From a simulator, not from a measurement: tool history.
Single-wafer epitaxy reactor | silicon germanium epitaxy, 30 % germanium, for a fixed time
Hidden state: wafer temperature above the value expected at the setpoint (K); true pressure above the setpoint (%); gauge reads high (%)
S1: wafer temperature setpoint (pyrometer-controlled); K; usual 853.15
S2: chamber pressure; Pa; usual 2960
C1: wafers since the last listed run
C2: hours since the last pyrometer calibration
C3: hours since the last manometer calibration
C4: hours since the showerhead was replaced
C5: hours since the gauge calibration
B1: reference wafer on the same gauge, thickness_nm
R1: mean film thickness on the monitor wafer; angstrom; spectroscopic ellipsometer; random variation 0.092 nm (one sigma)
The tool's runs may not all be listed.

{"run": 1, "hour": 0.0, "S1": 853.15, "S2": 2960, "C1": 0, "C2": 2251.0, "C3": 1129.3, "C4": 2446.6, "C5": 1587.4, "B1": 43.927, "R1": 427.74}
{"run": 2, "hour": 94.9, "S1": 853.15, "S2": 2960, "C1": 1400, "C2": 2345.9, "C3": 1224.2, "C4": 2541.5, "C5": 1682.3, "B1": 43.907, "R1": 429.28}
{"hour": 188.1, "done": "pyrometer calibrated"}
{"run": 3, "hour": 194.5, "S1": 853.15, "S2": 2960, "C1": 1351, "C2": 6.4, "C3": 1323.8, "C4": 2641.1, "C5": 1781.9, "B1": 43.919, "R1": 427.68}
{"run": 4, "hour": 238.9, "S1": 853.15, "S2": 2960, "C1": 655, "C2": 50.8, "C3": 1368.2, "C4": 2685.5, "C5": 1826.3, "B1": 43.953, "R1": 429.28}
{"run": 5, "hour": 286.0, "S1": 853.15, "S2": 2960, "C1": 694, "C2": 97.9, "C3": 1415.3, "C4": 2732.6, "C5": 1873.4, "B1": 43.874, "R1": 428.96}
{"run": 6, "hour": 380.7, "S1": 853.15, "S2": 2960, "C1": 1397, "C2": 192.6, "C3": 1510.0, "C4": 2827.3, "C5": 1968.1, "B1": 43.922, "R1": 429.44}
{"run": 7, "hour": 456.3, "S1": 853.15, "S2": 2960, "C1": 1115, "C2": 268.2, "C3": 1585.6, "C4": 2902.9, "C5": 2043.7, "B1": 43.946, "R1": 429.51}
{"run": 8, "hour": 547.9, "S1": 853.15, "S2": 2960, "C1": 1351, "C2": 359.8, "C3": 1677.2, "C4": 2994.5, "C5": 2135.3, "B1": 43.937, "R1": 428.6}
{"run": 9, "hour": 617.4, "S1": 853.15, "S2": 3266, "C1": 1025, "C2": 429.3, "C3": 1746.7, "C4": 3064.0, "C5": 2204.8, "B1": 43.931, "R1": 444.69}
{"run": 10, "hour": 700.0, "S1": 853.15, "S2": 2960, "C1": 1218, "C2": 511.9, "C3": 1829.3, "C4": 3146.6, "C5": 2287.4, "B1": 43.867, "R1": 430.05}
{"run": 11, "hour": 780.5, "S1": 853.15, "S2": 2960, "C1": 1187, "C2": 592.4, "C3": 1909.8, "C4": 3227.1, "C5": 2367.9, "B1": 43.92, "R1": 430.09}
{"run": 12, "hour": 825.2, "S1": 853.15, "S2": 2960, "C1": 659, "C2": 637.1, "C3": 1954.5, "C4": 3271.8, "C5": 2412.6, "B1": 43.875, "R1": 430.43}
{"run": 13, "hour": 907.9, "S1": 843.15, "S2": 2626, "C1": 1220, "C2": 719.8, "C3": 2037.2, "C4": 3354.5, "C5": 2495.3, "B1": 43.888, "R1": 328.95}
{"run": 14, "hour": 1004.3, "S1": 840.15, "S2": 2960, "C1": 1422, "C2": 816.2, "C3": 2133.6, "C4": 3450.9, "C5": 2591.7, "B1": 43.9, "R1": 322.02}
{"run": 15, "hour": 1086.5, "S1": 849.15, "S2": 3613, "C1": 1212, "C2": 898.4, "C3": 2215.8, "C4": 3533.1, "C5": 2673.9, "B1": 43.891, "R1": 427.41}
{"hour": 1092.5, "done": "gauge calibrated"}
{"run": 16, "hour": 1126.5, "S1": 853.15, "S2": 2960, "C1": 590, "C2": 938.4, "C3": 2255.8, "C4": 3573.1, "C5": 34.0, "B1": 43.913, "R1": 429.2}
{"run": 17, "hour": 1202.4, "S1": 863.15, "S2": 2960, "C1": 1119, "C2": 1014.3, "C3": 2331.7, "C4": 3649.0, "C5": 109.9, "B1": 43.918, "R1": 532.65}
{"hour": 1260.5, "done": "capacitance manometer re-zeroed and calibrated"}
{"run": 18, "hour": 1308.4, "S1": 853.15, "S2": 2960, "C1": 1445, "C2": 1120.3, "C3": 47.9, "C4": 3755.0, "C5": 215.9, "B1": 43.903, "R1": 421.76}
{"run": 19, "hour": 1397.1, "S1": 842.15, "S2": 3360, "C1": 1308, "C2": 1209.0, "C3": 136.6, "C4": 3843.7, "C5": 304.6, "B1": 43.907, "R1": 347.16}
{"run": 20, "hour": 1464.7, "S1": 840.15, "S2": 3346, "C1": 997, "C2": 1276.6, "C3": 204.2, "C4": 3911.3, "C5": 372.2, "B1": 43.901, "R1": 332.56}
{"run": 21, "hour": 1525.0, "S1": 843.15, "S2": 2960, "C1": 889, "C2": 1336.9, "C3": 264.5, "C4": 3971.6, "C5": 432.5, "B1": 43.882, "R1": 340.17}
{"run": 22, "hour": 1564.6, "S1": 847.15, "S2": 2960, "C1": 584, "C2": 1376.5, "C3": 304.1, "C4": 4011.2, "C5": 472.1, "B1": 43.872, "R1": 372.22}
{"run": 23, "hour": 1658.2, "S1": 862.15, "S2": 2693, "C1": 1380, "C2": 1470.1, "C3": 397.7, "C4": 4104.8, "C5": 565.7, "B1": 43.95, "R1": 496.98}
{"run": 24, "hour": 1735.4, "S1": 843.15, "S2": 2320, "C1": 1138, "C2": 1547.3, "C3": 474.9, "C4": 4182.0, "C5": 642.9, "B1": 43.887, "R1": 310.45}
{"hour": 1806.7, "done": "showerhead replaced"}
{"run": 25, "hour": 1836.9, "S1": 848.15, "S2": 3360, "C1": 1379, "C2": 1648.8, "C3": 576.4, "C4": 30.2, "C5": 744.4, "B1": 43.878, "R1": 399.88}
{"run": 26, "hour": 1942.1, "S1": 853.15, "S2": 2960, "C1": 1552, "C2": 1754.0, "C3": 681.6, "C4": 135.4, "C5": 849.6, "B1": 43.852, "R1": 426.92}
{"run": 27, "hour": 1999.3, "S1": 866.15, "S2": 3280, "C1": 843, "C2": 1811.2, "C3": 738.8, "C4": 192.6, "C5": 906.8, "B1": 43.898, "R1": 585.33}
{"run": 28, "hour": 2060.5, "S1": 853.15, "S2": 2960, "C1": 902, "C2": 1872.4, "C3": 800.0, "C4": 253.8, "C5": 968.0, "B1": 43.922, "R1": 425.51}
{"run": 29, "hour": 2107.5, "S1": 842.15, "S2": 2466, "C1": 693, "C2": 1919.4, "C3": 847.0, "C4": 300.8, "C5": 1015.0, "B1": 43.942, "R1": 311.97}
{"run": 30, "hour": 2172.0, "S1": 844.15, "S2": 3440, "C1": 951, "C2": 1983.9, "C3": 911.5, "C4": 365.3, "C5": 1079.5, "B1": 43.895, "R1": 369.92}
{"run": 31, "hour": 2231.7, "S1": 853.15, "S2": 2960, "C1": 880, "C2": 2043.6, "C3": 971.2, "C4": 425.0, "C5": 1139.2, "B1": 43.868, "R1": 426.89}
{"run": 32, "hour": 2318.9, "S1": 853.15, "S2": 2960, "C1": 1286, "C2": 2130.8, "C3": 1058.4, "C4": 512.2, "C5": 1226.4, "B1": 43.907, "R1": 427.91}
{"run": 33, "hour": 2419.5, "S1": 865.15, "S2": 2533, "C1": 1484, "C2": 2231.4, "C3": 1159.0, "C4": 612.8, "C5": 1327.0, "B1": 43.88, "R1": 521.09}
{"run": 34, "hour": 2501.1, "S1": 843.15, "S2": 2506, "C1": 1203, "C2": 2313.0, "C3": 1240.6, "C4": 694.4, "C5": 1408.6, "B1": 43.897, "R1": 322.28}
{"hour": 2517.1, "done": "pyrometer calibrated"}
{"run": 35, "hour": 2557.3, "S1": 849.15, "S2": 2960, "C1": 711, "C2": 40.2, "C3": 1296.8, "C4": 750.6, "C5": 1464.8, "B1": 43.853, "R1": 392.21}

4 ways to go on from here, each from the tool as it stands after run 35. What would each give?
{"run": "A", "hour": 2557.7, "S1": 853.15, "S2": 2960, "C1": 5, "C2": 40.6, "C3": 1297.2, "C4": 751.0, "C5": 1465.2, "B1": "?", "R1": "?"}
{"run": "B", "hour": 2557.7, "S1": 864.15, "S2": 2226, "C1": 5, "C2": 40.6, "C3": 1297.2, "C4": 751.0, "C5": 1465.2, "B1": "?", "R1": "?"}
{"run": "C", "hour": 2557.7, "S1": 853.15, "S2": 2333, "C1": 5, "C2": 40.6, "C3": 1297.2, "C4": 751.0, "C5": 1465.2, "B1": "?", "R1": "?"}
{"run": "D", "hour": 2557.7, "S1": 853.15, "S2": 2453, "C1": 5, "C2": 40.6, "C3": 1297.2, "C4": 751.0, "C5": 1465.2, "B1": "?", "R1": "?"}

run=A B1=43.868 R1=427.05
run=B B1=43.868 R1=486.06
run=C B1=43.868 R1=390.47
run=D B1=43.868 R1=397.87
Without the tool's hidden state the same runs would have given:
run=A R1=420.36
run=B R1=478.44
run=C R1=384.35
run=D R1=391.63

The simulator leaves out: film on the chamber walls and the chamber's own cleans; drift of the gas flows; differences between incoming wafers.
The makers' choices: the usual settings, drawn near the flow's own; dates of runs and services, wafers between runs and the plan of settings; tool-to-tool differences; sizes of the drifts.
